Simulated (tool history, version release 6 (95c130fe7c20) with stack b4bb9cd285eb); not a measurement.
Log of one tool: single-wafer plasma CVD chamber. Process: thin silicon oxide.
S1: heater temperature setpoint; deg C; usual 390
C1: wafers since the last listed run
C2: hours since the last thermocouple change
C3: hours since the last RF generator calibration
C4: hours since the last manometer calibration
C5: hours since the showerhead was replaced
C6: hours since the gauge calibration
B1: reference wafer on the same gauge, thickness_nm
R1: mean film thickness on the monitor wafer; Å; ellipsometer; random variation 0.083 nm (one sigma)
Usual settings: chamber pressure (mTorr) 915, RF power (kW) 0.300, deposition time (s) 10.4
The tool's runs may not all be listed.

{"run": 1, "hour": 0.0, "S1": 390, "chamber pressure (mTorr)": 915, "RF power (kW)": 0.345, "deposition time (s)": 10.4, "C1": 0, "C2": 1429.3, "C3": 1781.6, "C4": 2102.3, "C5": 5932.4, "C6": 245.0, "B1": 20.594, "R1": 211.55}
{"run": 2, "hour": 14.1, "S1": 390, "chamber pressure (mTorr)": 915, "RF power (kW)": 0.345, "deposition time (s)": 10.4, "C1": 293, "C2": 1443.4, "C3": 1795.7, "C4": 2116.4, "C5": 5946.5, "C6": 259.1, "B1": 20.588, "R1": 213.36}
{"run": 3, "hour": 27.8, "S1": 390, "chamber pressure (mTorr)": 915, "RF power (kW)": 0.27, "deposition time (s)": 10.4, "C1": 285, "C2": 1457.1, "C3": 1809.4, "C4": 2130.1, "C5": 5960.2, "C6": 272.8, "B1": 20.628, "R1": 194.66}
{"run": 4, "hour": 41.0, "S1": 397, "chamber pressure (mTorr)": 915, "RF power (kW)": 0.3, "deposition time (s)": 10.4, "C1": 275, "C2": 1470.3, "C3": 1822.6, "C4": 2143.3, "C5": 5973.4, "C6": 286.0, "B1": 20.627, "R1": 203.44}
{"run": 5, "hour": 73.2, "S1": 397, "chamber pressure (mTorr)": 915, "RF power (kW)": 0.3, "deposition time (s)": 10.4, "C1": 671, "C2": 1502.5, "C3": 1854.8, "C4": 2175.5, "C5": 6005.6, "C6": 318.2, "B1": 20.659, "R1": 203.7}
{"run": 6, "hour": 85.6, "S1": 397, "chamber pressure (mTorr)": 915, "RF power (kW)": 0.3, "deposition time (s)": 10.4, "C1": 258, "C2": 1514.9, "C3": 1867.2, "C4": 2187.9, "C5": 6018.0, "C6": 330.6, "B1": 20.649, "R1": 203.06}
{"run": 7, "hour": 105.1, "S1": 390, "chamber pressure (mTorr)": 915, "RF power (kW)": 0.3, "deposition time (s)": 10.9, "C1": 406, "C2": 1534.4, "C3": 1886.7, "C4": 2207.4, "C5": 6037.5, "C6": 350.1, "B1": 20.641, "R1": 215.98}
{"run": 8, "hour": 124.4, "S1": 390, "chamber pressure (mTorr)": 915, "RF power (kW)": 0.3, "deposition time (s)": 10.9, "C1": 402, "C2": 1553.7, "C3": 1906.0, "C4": 2226.7, "C5": 6056.8, "C6": 369.4, "B1": 20.627, "R1": 213.16}
{"hour": 170.9, "done": "showerhead replaced"}
{"run": 9, "hour": 175.4, "S1": 390, "chamber pressure (mTorr)": 915, "RF power (kW)": 0.3, "deposition time (s)": 10.9, "C1": 896, "C2": 1604.7, "C3": 1957.0, "C4": 2277.7, "C5": 4.5, "C6": 420.4, "B1": 20.691, "R1": 214.04}
{"run": 10, "hour": 202.7, "S1": 390, "chamber pressure (mTorr)": 915, "RF power (kW)": 0.3, "deposition time (s)": 10.4, "C1": 568, "C2": 1632.0, "C3": 1984.3, "C4": 2305.0, "C5": 31.8, "C6": 447.7, "B1": 20.699, "R1": 205.06}
{"run": 11, "hour": 215.2, "S1": 390, "chamber pressure (mTorr)": 915, "RF power (kW)": 0.3, "deposition time (s)": 10.4, "C1": 260, "C2": 1644.5, "C3": 1996.8, "C4": 2317.5, "C5": 44.3, "C6": 460.2, "B1": 20.685, "R1": 203.8}
{"run": 12, "hour": 234.6, "S1": 390, "chamber pressure (mTorr)": 915, "RF power (kW)": 0.355, "deposition time (s)": 10.4, "C1": 404, "C2": 1663.9, "C3": 2016.2, "C4": 2336.9, "C5": 63.7, "C6": 479.6, "B1": 20.695, "R1": 215.77}
{"run": 13, "hour": 256.1, "S1": 403, "chamber pressure (mTorr)": 915, "RF power (kW)": 0.345, "deposition time (s)": 10.4, "C1": 448, "C2": 1685.4, "C3": 2037.7, "C4": 2358.4, "C5": 85.2, "C6": 501.1, "B1": 20.683, "R1": 212.27}
{"hour": 263.5, "done": "gauge calibrated"}
{"run": 14, "hour": 287.2, "S1": 390, "chamber pressure (mTorr)": 915, "RF power (kW)": 0.3, "deposition time (s)": 10.4, "C1": 648, "C2": 1716.5, "C3": 2068.8, "C4": 2389.5, "C5": 116.3, "C6": 23.7, "B1": 20.246, "R1": 199.88}
{"hour": 303.3, "done": "thermocouple changed; heater temperature recalibrated"}
{"hour": 304.3, "done": "capacitance manometer re-zeroed and calibrated"}
{"run": 15, "hour": 307.7, "S1": 390, "chamber pressure (mTorr)": 915, "RF power (kW)": 0.3, "deposition time (s)": 10.4, "C1": 239, "C2": 4.4, "C3": 2089.3, "C4": 3.4, "C5": 136.8, "C6": 44.2, "B1": 20.295, "R1": 202.46}
{"hour": 401.8, "done": "RF generator calibrated"}
{"run": 16, "hour": 415.7, "S1": 390, "chamber pressure (mTorr)": 741, "RF power (kW)": 0.255, "deposition time (s)": 11.1, "C1": 2084, "C2": 112.4, "C3": 13.9, "C4": 111.4, "C5": 244.8, "C6": 152.2, "B1": 20.428, "R1": 162.57}
{"run": 17, "hour": 445.4, "S1": 390, "chamber pressure (mTorr)": 826, "RF power (kW)": 0.26, "deposition time (s)": 11.5, "C1": 619, "C2": 142.1, "C3": 43.6, "C4": 141.1, "C5": 274.5, "C6": 181.9, "B1": 20.457, "R1": 192.19}
{"run": 18, "hour": 466.8, "S1": 394, "chamber pressure (mTorr)": 1007, "RF power (kW)": 0.25, "deposition time (s)": 10.4, "C1": 446, "C2": 163.5, "C3": 65.0, "C4": 162.5, "C5": 295.9, "C6": 203.3, "B1": 20.513, "R1": 206.57}
{"run": 19, "hour": 479.3, "S1": 402, "chamber pressure (mTorr)": 915, "RF power (kW)": 0.325, "deposition time (s)": 9.4, "C1": 260, "C2": 176.0, "C3": 77.5, "C4": 175.0, "C5": 308.4, "C6": 215.8, "B1": 20.522, "R1": 186.06}
{"run": 20, "hour": 492.0, "S1": 394, "chamber pressure (mTorr)": 915, "RF power (kW)": 0.32, "deposition time (s)": 9.4, "C1": 264, "C2": 188.7, "C3": 90.2, "C4": 187.7, "C5": 321.1, "C6": 228.5, "B1": 20.522, "R1": 186.39}
{"run": 21, "hour": 510.3, "S1": 399, "chamber pressure (mTorr)": 1102, "RF power (kW)": 0.355, "deposition time (s)": 10.4, "C1": 381, "C2": 207.0, "C3": 108.5, "C4": 206.0, "C5": 339.4, "C6": 246.8, "B1": 20.532, "R1": 246.95}

Forecast each of these 5 alternatives for the next run:
{"run": "A", "hour": 510.7, "S1": 390, "chamber pressure (mTorr)": 915, "RF power (kW)": 0.3, "deposition time (s)": 10.4, "C1": 8, "C2": 207.4, "C3": 108.9, "C4": 206.4, "C5": 339.8, "C6": 247.2, "B1": "?", "R1": "?"}
{"run": "B", "hour": 510.7, "S1": 390, "chamber pressure (mTorr)": 840, "RF power (kW)": 0.25, "deposition time (s)": 10.4, "C1": 8, "C2": 207.4, "C3": 108.9, "C4": 206.4, "C5": 339.8, "C6": 247.2, "B1": "?", "R1": "?"}
{"run": "C", "hour": 510.7, "S1": 378, "chamber pressure (mTorr)": 915, "RF power (kW)": 0.3, "deposition time (s)": 11.3, "C1": 8, "C2": 207.4, "C3": 108.9, "C4": 206.4, "C5": 339.8, "C6": 247.2, "B1": "?", "R1": "?"}
{"run": "D", "hour": 510.7, "S1": 403, "chamber pressure (mTorr)": 915, "RF power (kW)": 0.3, "deposition time (s)": 11.1, "C1": 8, "C2": 207.4, "C3": 108.9, "C4": 206.4, "C5": 339.8, "C6": 247.2, "B1": "?", "R1": "?"}
{"run": "E", "hour": 510.7, "S1": 397, "chamber pressure (mTorr)": 1089, "RF power (kW)": 0.3, "deposition time (s)": 10.4, "C1": 8, "C2": 207.4, "C3": 108.9, "C4": 206.4, "C5": 339.8, "C6": 247.2, "B1": "?", "R1": "?"}

run=A B1=20.532 R1=203.30
run=B B1=20.532 R1=175.34
run=C B1=20.532 R1=222.85
run=D B1=20.532 R1=214.84
run=E B1=20.532 R1=233.28
Without the tool's hidden state the same runs would have given:
run=A R1=199.89
run=B R1=172.39
run=C R1=219.11
run=D R1=211.24
run=E R1=229.37
